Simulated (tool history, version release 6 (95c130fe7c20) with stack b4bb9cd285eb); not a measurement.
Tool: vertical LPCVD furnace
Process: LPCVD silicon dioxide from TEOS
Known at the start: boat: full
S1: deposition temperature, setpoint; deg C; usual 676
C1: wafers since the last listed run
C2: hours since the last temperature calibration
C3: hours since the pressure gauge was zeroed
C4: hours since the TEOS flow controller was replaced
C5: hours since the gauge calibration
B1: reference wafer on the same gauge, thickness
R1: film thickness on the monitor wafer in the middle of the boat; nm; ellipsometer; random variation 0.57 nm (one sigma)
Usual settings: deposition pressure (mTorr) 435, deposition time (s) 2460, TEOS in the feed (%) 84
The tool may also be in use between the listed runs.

Run 1, hour 0.0: usual settings; C1 0; C2 1398.6; C3 3658.8; C4 111.5; C5 582.4; B1 237.62. Result: R1 215.80 nm.
Run 2, hour 35.2: usual settings; C1 693; C2 1433.8; C3 3694.0; C4 146.7; C5 617.6; B1 237.62. Result: R1 216.14 nm.
Run 3, hour 47.6: usual settings; C1 244; C2 1446.2; C3 3706.4; C4 159.1; C5 630.0; B1 237.68. Result: R1 216.79 nm.
Run 4, hour 76.3: usual settings; C1 565; C2 1474.9; C3 3735.1; C4 187.8; C5 658.7; B1 237.61. Result: R1 217.62 nm.
Run 5, hour 98.6: usual settings but S1 681 deg C; C1 439; C2 1497.2; C3 3757.4; C4 210.1; C5 681.0; B1 237.76. Result: R1 244.72 nm.
Run 6, hour 122.1: usual settings; C1 462; C2 1520.7; C3 3780.9; C4 233.6; C5 704.5; B1 237.67. Result: R1 217.70 nm.
Run 7, hour 145.2: usual settings; C1 455; C2 1543.8; C3 3804.0; C4 256.7; C5 727.6; B1 237.60. Result: R1 217.65 nm.
At hour 190.5: pressure gauge zeroed.
Run 8, hour 214.7: usual settings but S1 682 deg C, deposition pressure (mTorr) 465, deposition time (s) 1980, TEOS in the feed (%) 73; C1 896; C2 1613.3; C3 24.2; C4 326.2; C5 797.1; B1 237.99. Result: R1 194.65 nm.
At hour 243.2: thermocouples replaced and temperature profile calibrated.
Run 9, hour 243.7: usual settings but S1 672 deg C, deposition time (s) 1860; C1 98; C2 0.5; C3 53.2; C4 355.2; C5 826.1; B1 237.67. Result: R1 149.12 nm.
Run 10, hour 270.3: usual settings but S1 664 deg C; C1 524; C2 27.1; C3 79.8; C4 381.8; C5 852.7; B1 238.01. Result: R1 161.73 nm.
Run 11, hour 285.4: usual settings but S1 672 deg C; C1 297; C2 42.2; C3 94.9; C4 396.9; C5 867.8; B1 237.96. Result: R1 197.95 nm.
Run 12, hour 299.1: usual settings but S1 670 deg C; C1 269; C2 55.9; C3 108.6; C4 410.6; C5 881.5; B1 238.19. Result: R1 187.93 nm.
Run 13, hour 317.3: usual settings but S1 681 deg C, deposition pressure (mTorr) 480, deposition time (s) 3120, TEOS in the feed (%) 74; C1 358; C2 74.1; C3 126.8; C4 428.8; C5 899.7; B1 238.33. Result: R1 307.72 nm.
Run 14, hour 330.3: usual settings but deposition pressure (mTorr) 375; C1 256; C2 87.1; C3 139.8; C4 441.8; C5 912.7; B1 238.09. Result: R1 202.03 nm.
Run 15, hour 345.9: usual settings but S1 687 deg C, deposition pressure (mTorr) 405; C1 307; C2 102.7; C3 155.4; C4 457.4; C5 928.3; B1 237.87. Result: R1 273.56 nm.
Run 16, hour 367.1: usual settings but S1 686 deg C, deposition pressure (mTorr) 530, deposition time (s) 3180, TEOS in the feed (%) 69; C1 417; C2 123.9; C3 176.6; C4 478.6; C5 949.5; B1 238.15. Result: R1 358.29 nm.
Run 17, hour 390.1: usual settings but TEOS in the feed (%) 89; C1 453; C2 146.9; C3 199.6; C4 501.6; C5 972.5; B1 238.28. Result: R1 224.64 nm.
At hour 425.3: gauge calibrated.
Run 18, hour 442.8: usual settings but S1 666 deg C, deposition time (s) 1740; C1 1038; C2 199.6; C3 252.3; C4 554.3; C5 17.5; B1 233.10. Result: R1 117.06 nm.
Run 19, hour 472.4: usual settings; C1 583; C2 229.2; C3 281.9; C4 583.9; C5 47.1; B1 233.19. Result: R1 213.50 nm.
Run 20, hour 489.2: usual settings but S1 687 deg C, TEOS in the feed (%) 97; C1 330; C2 246.0; C3 298.7; C4 600.7; C5 63.9; B1 233.52. Result: R1 299.12 nm.
Run 21, hour 523.4: usual settings but TEOS in the feed (%) 76; C1 673; C2 280.2; C3 332.9; C4 634.9; C5 98.1; B1 233.74. Result: R1 203.34 nm.
Run 22, hour 539.8: usual settings but S1 673 deg C, deposition pressure (mTorr) 365, TEOS in the feed (%) 68; C1 323; C2 296.6; C3 349.3; C4 651.3; C5 114.5; B1 234.29. Result: R1 163.65 nm.
Run 23, hour 569.3: usual settings; C1 581; C2 326.1; C3 378.8; C4 680.8; C5 144.0; B1 234.29. Result: R1 214.62 nm.
Run 24, hour 596.7: usual settings but S1 673 deg C, deposition pressure (mTorr) 365, TEOS in the feed (%) 68; C1 539; C2 353.5; C3 406.2; C4 708.2; C5 171.4; B1 234.67. Result: R1 164.23 nm.
Run 25, hour 626.3: usual settings but S1 683 deg C, deposition time (s) 2070; C1 583; C2 383.1; C3 435.8; C4 737.8; C5 201.0; B1 234.92. Result: R1 213.78 nm.
Run 26, hour 639.9: usual settings; C1 267; C2 396.7; C3 449.4; C4 751.4; C5 214.6; B1 234.96. Result: R1 215.13 nm.
Run 27, hour 672.3: usual settings; C1 638; C2 429.1; C3 481.8; C4 783.8; C5 247.0; B1 235.28. Result: R1 215.90 nm.
Run 28, hour 702.8: usual settings; C1 600; C2 459.6; C3 512.3; C4 814.3; C5 277.5; B1 235.68. Result: R1 215.24 nm.
Run 29, hour 783.4: usual settings but TEOS in the feed (%) 90; C1 1587; C2 540.2; C3 592.9; C4 894.9; C5 358.1; B1 235.98. Result: R1 222.95 nm.
Run 30, hour 819.0: usual settings but deposition pressure (mTorr) 520, deposition time (s) 2190, TEOS in the feed (%) 68; C1 701; C2 575.8; C3 628.5; C4 930.5; C5 393.7; B1 236.26. Result: R1 188.84 nm.
Run 31, hour 847.4: usual settings but S1 665 deg C, deposition time (s) 1530; C1 559; C2 604.2; C3 656.9; C4 958.9; C5 422.1; B1 236.17. Result: R1 102.08 nm.

4 ways to go on from here, each from the tool as it stands after run 31. What would each give?
Run A, hour 851.6: usual settings; C1 82; C2 608.4; C3 661.1; C4 963.1; C5 426.3; B1 ?. Result: R1 ?.
Run B, hour 851.6: usual settings but deposition pressure (mTorr) 470, deposition time (s) 1920; C1 82; C2 608.4; C3 661.1; C4 963.1; C5 426.3; B1 ?. Result: R1 ?.
Run C, hour 851.6: usual settings but deposition pressure (mTorr) 350, deposition time (s) 2130; C1 82; C2 608.4; C3 661.1; C4 963.1; C5 426.3; B1 ?. Result: R1 ?.
Run D, hour 851.6: usual settings but S1 682 deg C, deposition time (s) 3330, TEOS in the feed (%) 96; C1 82; C2 608.4; C3 661.1; C4 963.1; C5 426.3; B1 ?. Result: R1 ?.

run      B1      R1
  A  236.43  215.41
  B  236.43  174.76
  C  236.43  167.30
  D  236.43  360.67
Without the tool's hidden state the same runs would have given:
run      R1
  A  212.40
  B  172.31
  C  164.96
  D  355.63
